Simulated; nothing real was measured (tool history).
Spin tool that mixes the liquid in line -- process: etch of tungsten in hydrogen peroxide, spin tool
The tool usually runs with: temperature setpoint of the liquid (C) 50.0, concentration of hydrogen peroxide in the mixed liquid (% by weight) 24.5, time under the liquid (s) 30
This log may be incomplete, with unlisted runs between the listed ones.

run,day,temperature setpoint of the liquid (C),concentration of hydrogen peroxide in the mixed liquid (% by weight),time under the liquid (s),wafers since the last listed run,hours since the thermometer was replaced,hours since the peroxide flow meter was replaced,hours since the heated supply line was repaired,hours since the drum of peroxide was connected,hours since the gauge calibration,"read-back film thickness of the tungsten reference wafer, read on the same gauge (nm)",thickness taken off the tungsten on a monitor wafer (Å)
1,0.000,50.0,24.5,30,0,1547.2,951.8,657.0,79.9,1019.4,89.99,347.8
2,2.658,45.5,24.5,30,944,1611.0,1015.6,720.8,143.7,1083.2,90.01,264.7
# day 2.662: gauge calibrated
3,4.000,45.5,24.5,30,476,1643.2,1047.8,753.0,175.9,32.1,90.00,261.0
4,5.012,45.5,24.5,30,359,1667.5,1072.1,777.3,200.2,56.4,90.00,264.0
5,7.046,50.0,24.5,30,722,1716.3,1120.9,826.1,249.0,105.2,90.04,346.4
# day 9.233: heated supply line repaired
6,10.029,50.0,24.5,30,1045,1787.9,1192.5,19.1,320.6,176.8,90.02,339.7
7,11.567,57.5,27.0,15,546,1824.8,1229.4,56.0,357.5,213.7,90.00,281.2
8,14.438,50.0,24.5,30,1020,1893.7,1298.3,124.9,426.4,282.6,89.99,341.4
9,17.212,50.0,24.5,45,986,1960.3,1364.9,191.5,493.0,349.2,90.02,515.8
10,19.079,44.5,30.0,45,663,2005.1,1409.7,236.3,537.8,394.0,90.01,403.6
11,21.550,50.0,24.5,30,878,2064.4,1469.0,295.6,597.1,453.3,90.00,343.6
12,22.967,44.5,24.5,35,503,2098.4,1503.0,329.6,631.1,487.3,90.02,275.4
# day 24.738: thermometer replaced
13,24.958,53.0,24.5,30,693,5.3,1550.8,377.4,678.9,535.1,90.01,408.2
# day 25.925: peroxide flow meter replaced
14,26.729,46.0,24.5,35,614,47.8,19.3,419.9,721.4,577.6,89.99,306.8
15,29.321,50.0,24.5,30,921,110.0,81.5,482.1,783.6,639.8,89.99,339.1
16,31.317,58.5,24.5,30,709,157.9,129.4,530.0,831.5,687.7,90.02,546.1
17,33.012,40.5,20.5,15,602,198.6,170.1,570.7,872.2,728.4,89.99,84.2
18,34.708,59.5,21.0,15,602,239.3,210.8,611.4,912.9,769.1,90.02,270.7
# day 35.379: new drum of peroxide connected
19,36.675,50.0,30.0,25,684,286.5,258.0,658.6,31.1,816.3,90.00,321.5
20,39.383,47.5,30.0,40,962,351.5,323.0,723.6,96.1,881.3,89.99,435.2
21,40.992,50.0,22.0,30,571,390.1,361.6,762.2,134.7,919.9,90.03,336.9
22,42.533,44.5,29.0,25,547,427.1,398.6,799.2,171.7,956.9,90.02,221.1
# day 43.175: gauge calibrated
23,45.271,58.0,24.5,30,973,492.8,464.3,864.9,237.4,50.3,90.01,565.3
24,46.321,57.5,24.5,15,373,518.0,489.5,890.1,262.6,75.5,90.04,268.0
# day 47.579: heated supply line repaired
25,47.742,50.0,17.5,20,490,552.1,523.6,3.9,296.7,109.6,90.01,195.2

Predict each of these 5 candidate next runs independently; none follows another, all start after run 25:
A,47.758,50.0,24.5,30,5,552.5,524.0,4.3,297.1,110.0,?,?
B,47.758,50.0,21.5,30,5,552.5,524.0,4.3,297.1,110.0,?,?
C,47.758,41.5,19.0,30,5,552.5,524.0,4.3,297.1,110.0,?,?
D,47.758,50.0,28.0,45,5,552.5,524.0,4.3,297.1,110.0,?,?
E,47.758,50.0,17.5,40,5,552.5,524.0,4.3,297.1,110.0,?,?

run,"read-back film thickness of the tungsten reference wafer, read on the same gauge (nm)",thickness taken off the tungsten on a monitor wafer (Å)
A,90.01,346.6
B,90.01,324.7
C,90.01,179.0
D,90.01,555.8
E,90.01,390.6
The same runs, with their run-to-run variation unchanged, on a tool lacking any hidden condition would have given:
run,thickness taken off the tungsten on a monitor wafer (Å)
A,351.7
B,329.5
C,181.7
D,564.0
E,396.3

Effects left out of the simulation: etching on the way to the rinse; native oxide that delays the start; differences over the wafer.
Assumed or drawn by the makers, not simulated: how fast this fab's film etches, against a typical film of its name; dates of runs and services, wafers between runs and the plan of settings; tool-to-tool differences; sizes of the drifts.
